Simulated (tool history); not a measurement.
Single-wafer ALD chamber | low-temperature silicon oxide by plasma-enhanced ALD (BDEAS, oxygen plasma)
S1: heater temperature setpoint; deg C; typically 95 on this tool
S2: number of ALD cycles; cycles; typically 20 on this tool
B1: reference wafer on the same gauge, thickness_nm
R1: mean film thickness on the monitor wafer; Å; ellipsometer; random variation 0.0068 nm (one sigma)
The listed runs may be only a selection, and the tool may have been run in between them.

{"run": 1, "hour": 0.0, "S1": 95, "S2": 20, "B1": 3.101, "R1": 27.21}
{"run": 2, "hour": 9.4, "S1": 95, "S2": 20, "B1": 3.102, "R1": 27.27}
{"run": 3, "hour": 26.6, "S1": 95, "S2": 20, "B1": 3.101, "R1": 27.39}
{"run": 4, "hour": 60.3, "S1": 95, "S2": 20, "B1": 3.104, "R1": 27.26}
{"run": 5, "hour": 70.3, "S1": 95, "S2": 20, "B1": 3.101, "R1": 27.39}
{"hour": 78.3, "done": "thermocouple changed; heater temperature recalibrated"}
{"run": 6, "hour": 81.8, "S1": 95, "S2": 20, "B1": 3.096, "R1": 27.3}
{"run": 7, "hour": 96.6, "S1": 95, "S2": 20, "B1": 3.099, "R1": 27.32}
{"run": 8, "hour": 110.3, "S1": 95, "S2": 20, "B1": 3.1, "R1": 27.34}
{"run": 9, "hour": 127.1, "S1": 95, "S2": 20, "B1": 3.101, "R1": 27.2}
{"run": 10, "hour": 136.0, "S1": 95, "S2": 20, "B1": 3.097, "R1": 27.34}
{"run": 11, "hour": 147.3, "S1": 95, "S2": 20, "B1": 3.102, "R1": 27.37}
{"hour": 160.7, "done": "gauge calibrated"}
{"run": 12, "hour": 162.4, "S1": 95, "S2": 20, "B1": 3.102, "R1": 27.21}
{"run": 13, "hour": 170.8, "S1": 82, "S2": 20, "B1": 3.101, "R1": 28.43}
{"run": 14, "hour": 178.7, "S1": 90, "S2": 22, "B1": 3.103, "R1": 30.64}
{"run": 15, "hour": 186.2, "S1": 107, "S2": 24, "B1": 3.098, "R1": 31.91}
{"run": 16, "hour": 196.8, "S1": 90, "S2": 19, "B1": 3.099, "R1": 26.29}
{"run": 17, "hour": 214.4, "S1": 99, "S2": 16, "B1": 3.099, "R1": 21.59}
{"run": 18, "hour": 223.6, "S1": 82, "S2": 23, "B1": 3.101, "R1": 32.7}
{"run": 19, "hour": 233.1, "S1": 106, "S2": 22, "B1": 3.103, "R1": 29.29}
{"run": 20, "hour": 242.3, "S1": 95, "S2": 20, "B1": 3.101, "R1": 27.27}
{"run": 21, "hour": 249.1, "S1": 95, "S2": 20, "B1": 3.099, "R1": 27.39}

Branching from run 21: 4 alternative next runs. What would each branch give?
{"run": "A", "hour": 249.5, "S1": 95, "S2": 23, "B1": "?", "R1": "?"}
{"run": "B", "hour": 249.5, "S1": 88, "S2": 24, "B1": "?", "R1": "?"}
{"run": "C", "hour": 249.5, "S1": 103, "S2": 23, "B1": "?", "R1": "?"}
{"run": "D", "hour": 249.5, "S1": 84, "S2": 17, "B1": "?", "R1": "?"}

run=A B1=3.102 R1=31.36
run=B B1=3.102 R1=33.43
run=C B1=3.102 R1=30.69
run=D B1=3.102 R1=23.97
Take away the tool's hidden state, keep each run's random variation, and the runs would have read:
run=A R1=31.36
run=B R1=33.43
run=C R1=30.69
run=D R1=23.97

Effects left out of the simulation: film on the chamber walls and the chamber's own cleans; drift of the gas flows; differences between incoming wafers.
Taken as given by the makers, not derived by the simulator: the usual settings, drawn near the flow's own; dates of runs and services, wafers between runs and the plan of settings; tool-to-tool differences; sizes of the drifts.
